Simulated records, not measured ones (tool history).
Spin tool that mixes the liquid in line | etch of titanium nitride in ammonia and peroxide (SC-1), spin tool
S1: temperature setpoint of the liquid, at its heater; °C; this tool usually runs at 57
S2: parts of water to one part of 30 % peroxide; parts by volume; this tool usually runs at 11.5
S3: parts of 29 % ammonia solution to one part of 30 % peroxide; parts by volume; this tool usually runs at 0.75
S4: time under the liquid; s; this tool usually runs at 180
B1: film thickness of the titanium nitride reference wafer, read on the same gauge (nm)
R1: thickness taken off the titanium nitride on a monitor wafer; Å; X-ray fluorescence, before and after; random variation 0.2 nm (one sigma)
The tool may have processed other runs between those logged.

Run 1, hour 0: usual settings; B1 60. Result: R1 233.1 Å.
At hour 43.1: ammonia flow meter replaced.
Run 2, hour 98.3: usual settings; B1 60. Result: R1 240.1 Å.
Run 3, hour 184.4: usual settings; B1 60. Result: R1 237.8 Å.
At hour 233.1: new drum of ammonia solution connected.
Run 4, hour 268.2: usual settings but S1 50.5 °C, S2 7 parts by volume, S3 0.4 parts by volume, S4 230 s; B1 60.01. Result: R1 228.2 Å.
Run 5, hour 336.2: usual settings but S1 64 °C, S2 16 parts by volume; B1 60. Result: R1 318.4 Å.
Run 6, hour 427.3: usual settings but S4 210 s; B1 60.05. Result: R1 283.3 Å.
Run 7, hour 478.5: usual settings but S1 49.5 °C, S4 285 s; B1 60.01. Result: R1 228.9 Å.
At hour 492: thermometer replaced.
At hour 547.1: gauge calibrated.
Run 8, hour 548.9: usual settings but S1 66 °C, S4 105 s; B1 60.03. Result: R1 224.9 Å.
Run 9, hour 636.6: usual settings; B1 60.01. Result: R1 212.7 Å.
Run 10, hour 709.7: usual settings but S3 0.9 parts by volume; B1 60.05. Result: R1 223.3 Å.
Run 11, hour 803.8: usual settings but S4 260 s; B1 60.01. Result: R1 315.3 Å.
At hour 861.1: heated supply line repaired.
Run 12, hour 861.7: usual settings; B1 60.01. Result: R1 234.4 Å.
Run 13, hour 947.9: usual settings but S3 0.5 parts by volume, S4 225 s; B1 60. Result: R1 272.2 Å.
Run 14, hour 1006.1: usual settings but S2 15.5 parts by volume, S3 1.05 parts by volume; B1 60. Result: R1 213.8 Å.
Run 15, hour 1084.9: usual settings but S4 290 s; B1 60.03. Result: R1 382.7 Å.
Run 16, hour 1171.8: usual settings but S3 0.65 parts by volume, S4 240 s; B1 60.01. Result: R1 307 Å.
Run 17, hour 1234: usual settings; B1 59.96. Result: R1 236.6 Å.
Run 18, hour 1297.6: usual settings; B1 59.98. Result: R1 240.1 Å.
Run 19, hour 1338.3: usual settings but S1 47.5 °C, S3 0.35 parts by volume, S4 255 s; B1 59.99. Result: R1 155.9 Å.
Run 20, hour 1444.4: usual settings but S4 240 s; B1 59.98. Result: R1 324.4 Å.
At hour 1476: new drum of ammonia solution connected.
Run 21, hour 1552.3: usual settings; B1 59.98. Result: R1 245.4 Å.
Run 22, hour 1607.9: usual settings but S4 210 s; B1 60.02. Result: R1 289.6 Å.
Run 23, hour 1669.5: usual settings but S1 63.5 °C, S2 7 parts by volume, S3 0.55 parts by volume; B1 59.97. Result: R1 460.5 Å.
Run 24, hour 1773: usual settings; B1 59.99. Result: R1 250 Å.

Below, some changes in R1 between adjacent runs. For each, the amount present without the hidden state too (settings, incoming material, random variation) and the amount remaining for the hidden state with gauge scatter not shared by both compared results:
Unlogged tool condition in this case: liquid hotter than its thermometer reads (K); ammonia flow above the setpoint (%); temperature lost on the way to the wafer (K); ammonia solution weaker than its label (%); gauge reads high (%).
Run 7 -> 8: S1 49.5 -> 66, S4 285 -> 105, thermometer replaced, gauge calibrated. R1 -4 Å: hidden state -29.9, all else +25.9.
Run 11 -> 12: S4 260 -> 180, heated supply line repaired. R1 -80.9 Å: hidden state +19.1, all else -100.
Run 22 -> 23: S1 57 -> 63.5, S2 11.5 -> 7, S3 0.75 -> 0.55, S4 210 -> 180. R1 +170.9 Å: hidden state +16.1, all else +154.8.
Run 23 -> 24: S1 63.5 -> 57, S2 7 -> 11.5, S3 0.55 -> 0.75. R1 -210.5 Å: hidden state -17.1, all else -193.4.
